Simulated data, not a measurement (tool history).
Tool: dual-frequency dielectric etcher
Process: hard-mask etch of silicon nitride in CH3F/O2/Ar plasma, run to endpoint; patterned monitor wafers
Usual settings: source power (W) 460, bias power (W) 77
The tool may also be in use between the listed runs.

| run | day | source power (W) | bias power (W) | wafers since the last listed run | hours since the last wet clean | hours since the last source power generator calibration | hours since the last bias power generator calibration | hours since the last upper electrode change | incoming incoming film thickness, nm | endpoint time (s) |
|---|---|---|---|---|---|---|---|---|---|---|
| 1 | 0.000 | 460 | 77 | 0 | 330.5 | 2441.6 | 3738.9 | 4054.2 | 37.71 | 50.8 |
| 2 | 0.521 | 460 | 77 | 118 | 343.0 | 2454.1 | 3751.4 | 4066.7 | 38.24 | 51.7 |
| 3 | 1.896 | 510 | 77 | 312 | 376.0 | 2487.1 | 3784.4 | 4099.7 | 38.01 | 48.6 |
| 4 | 2.829 | 510 | 77 | 211 | 398.4 | 2509.5 | 3806.8 | 4122.1 | 37.88 | 48.6 |
| 5 | 4.208 | 460 | 77 | 313 | 431.5 | 2542.6 | 3839.9 | 4155.2 | 37.87 | 51.6 |
|  | 6.425 | wet clean of the chamber |
|  | 6.467 | source power generator calibrated |
| 6 | 6.488 | 460 | 77 | 280 | 1.5 | 0.5 | 3894.6 | 4209.9 | 38.05 | 49.3 |
| 7 | 6.500 | 460 | 77 | 2 | 1.8 | 0.8 | 3894.9 | 4210.2 | 37.69 | 49.3 |
| 8 | 7.292 | 550 | 86 | 179 | 20.8 | 19.8 | 3913.9 | 4229.2 | 37.87 | 45.0 |
| 9 | 8.162 | 560 | 96 | 197 | 41.7 | 40.7 | 3934.8 | 4250.1 | 38.00 | 43.3 |
|  | 8.442 | bias power generator calibrated |
|  | 9.812 | upper electrode replaced |
| 10 | 9.833 | 510 | 87 | 114 | 81.8 | 80.8 | 33.4 | 0.5 | 38.28 | 46.6 |
| 11 | 10.021 | 460 | 88 | 42 | 86.3 | 85.3 | 37.9 | 5.0 | 37.90 | 48.1 |
| 12 | 10.908 | 460 | 77 | 201 | 107.6 | 106.6 | 59.2 | 26.3 | 38.12 | 49.7 |
| 13 | 11.792 | 460 | 94 | 200 | 128.8 | 127.8 | 80.4 | 47.5 | 38.14 | 47.4 |
| 14 | 12.354 | 460 | 93 | 127 | 142.3 | 141.3 | 93.9 | 61.0 | 37.81 | 47.3 |

Forecast each of these 3 alternatives for the next run:
| A | 12.371 | 460 | 65 | 3 | 142.7 | 141.7 | 94.3 | 61.4 | 37.76 | ? |
| B | 12.371 | 460 | 69 | 3 | 142.7 | 141.7 | 94.3 | 61.4 | 37.76 | ? |
| C | 12.371 | 580 | 84 | 3 | 142.7 | 141.7 | 94.3 | 61.4 | 37.76 | ? |

| run | endpoint time (s) |
|---|---|
| A | 52.5 |
| B | 51.6 |
| C | 44.8 |
Without the tool's hidden state the same runs would have given:
| run | endpoint time (s) |
|---|---|
| A | 51.6 |
| B | 50.7 |
| C | 44.0 |
